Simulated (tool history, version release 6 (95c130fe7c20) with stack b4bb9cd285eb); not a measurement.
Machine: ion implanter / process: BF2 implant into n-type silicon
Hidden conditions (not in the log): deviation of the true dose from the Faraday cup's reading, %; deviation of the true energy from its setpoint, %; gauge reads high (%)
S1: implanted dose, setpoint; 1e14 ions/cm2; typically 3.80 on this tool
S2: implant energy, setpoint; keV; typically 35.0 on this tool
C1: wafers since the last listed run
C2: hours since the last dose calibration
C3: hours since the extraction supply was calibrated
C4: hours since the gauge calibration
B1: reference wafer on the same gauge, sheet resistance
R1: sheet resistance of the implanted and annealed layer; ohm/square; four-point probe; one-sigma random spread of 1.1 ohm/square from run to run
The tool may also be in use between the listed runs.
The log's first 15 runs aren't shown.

Run 16, hour 1350.0: usual settings; C1 1099; C2 1836.1; C3 2364.9; C4 904.8; B1 266.08. Result: R1 285.76 ohm/square.
Run 17, hour 1389.1: usual settings but S1 4.11 1e14 ions/cm2, S2 46.0 keV; C1 406; C2 1875.2; C3 2404.0; C4 943.9; B1 265.96. Result: R1 261.59 ohm/square.
Run 18, hour 1479.6: usual settings but S1 4.81 1e14 ions/cm2; C1 940; C2 1965.7; C3 2494.5; C4 1034.4; B1 265.20. Result: R1 234.31 ohm/square.
Run 19, hour 1568.6: usual settings; C1 925; C2 2054.7; C3 2583.5; C4 1123.4; B1 264.35. Result: R1 284.32 ohm/square.
Run 20, hour 1659.2: usual settings but S1 4.59 1e14 ions/cm2, S2 42.0 keV; C1 941; C2 2145.3; C3 2674.1; C4 1214.0; B1 264.15. Result: R1 237.46 ohm/square.
Run 21, hour 1722.2: usual settings but S1 3.48 1e14 ions/cm2, S2 25.0 keV; C1 654; C2 2208.3; C3 2737.1; C4 1277.0; B1 263.41. Result: R1 313.46 ohm/square.
At hour 1733.5: gauge calibrated.
At hour 1751.0: Faraday cup replaced and dose calibrated.
Run 22, hour 1783.3: usual settings; C1 551; C2 32.3; C3 2798.2; C4 49.8; B1 272.43. Result: R1 291.18 ohm/square.
Run 23, hour 1832.1: usual settings but S1 3.13 1e14 ions/cm2, S2 45.0 keV; C1 507; C2 81.1; C3 2847.0; C4 98.6; B1 272.28. Result: R1 335.72 ohm/square.
Run 24, hour 1869.5: usual settings but S1 3.48 1e14 ions/cm2, S2 25.0 keV; C1 388; C2 118.5; C3 2884.4; C4 136.0; B1 271.76. Result: R1 323.86 ohm/square.
At hour 1936.6: extraction supply calibrated.
Run 25, hour 1937.1: usual settings but S2 23.5 keV; C1 619; C2 186.1; C3 0.5; C4 203.6; B1 271.43. Result: R1 303.42 ohm/square.
Run 26, hour 2015.9: usual settings but S1 2.95 1e14 ions/cm2, S2 29.0 keV; C1 819; C2 264.9; C3 79.3; C4 282.4; B1 271.33. Result: R1 367.50 ohm/square.
Run 27, hour 2106.2: usual settings but S2 42.0 keV; C1 938; C2 355.2; C3 169.6; C4 372.7; B1 270.64. Result: R1 285.75 ohm/square.
Run 28, hour 2176.1: usual settings; C1 726; C2 425.1; C3 239.5; C4 442.6; B1 269.83. Result: R1 290.45 ohm/square.
Run 29, hour 2214.0: usual settings; C1 393; C2 463.0; C3 277.4; C4 480.5; B1 269.62. Result: R1 290.77 ohm/square.
Run 30, hour 2287.9: usual settings; C1 768; C2 536.9; C3 351.3; C4 554.4; B1 269.16. Result: R1 288.79 ohm/square.
Run 31, hour 2382.6: usual settings but S1 4.47 1e14 ions/cm2, S2 29.0 keV; C1 984; C2 631.6; C3 446.0; C4 649.1; B1 268.36. Result: R1 256.66 ohm/square.
Run 32, hour 2440.9: usual settings but S1 3.11 1e14 ions/cm2, S2 40.5 keV; C1 606; C2 689.9; C3 504.3; C4 707.4; B1 268.01. Result: R1 334.69 ohm/square.

Here are 4 independent what-if runs from the current tool condition. What would each one return?
Run A, hour 2441.3: usual settings but S2 45.0 keV; C1 4; C2 690.3; C3 504.7; C4 707.8; B1 ?. Result: R1 ?.
Run B, hour 2441.3: usual settings but S1 4.43 1e14 ions/cm2, S2 31.5 keV; C1 4; C2 690.3; C3 504.7; C4 707.8; B1 ?. Result: R1 ?.
Run C, hour 2441.3: usual settings but S1 2.79 1e14 ions/cm2, S2 40.5 keV; C1 4; C2 690.3; C3 504.7; C4 707.8; B1 ?. Result: R1 ?.
Run D, hour 2441.3: usual settings but S1 3.01 1e14 ions/cm2, S2 25.0 keV; C1 4; C2 690.3; C3 504.7; C4 707.8; B1 ?. Result: R1 ?.

run      B1      R1
  A  267.98  281.99
  B  267.98  255.59
  C  267.98  369.17
  D  267.98  362.79
Stripped of hidden state, with their random variation kept, the same runs would have yielded:
run      R1
  A  287.09
  B  260.21
  C  375.84
  D  369.34

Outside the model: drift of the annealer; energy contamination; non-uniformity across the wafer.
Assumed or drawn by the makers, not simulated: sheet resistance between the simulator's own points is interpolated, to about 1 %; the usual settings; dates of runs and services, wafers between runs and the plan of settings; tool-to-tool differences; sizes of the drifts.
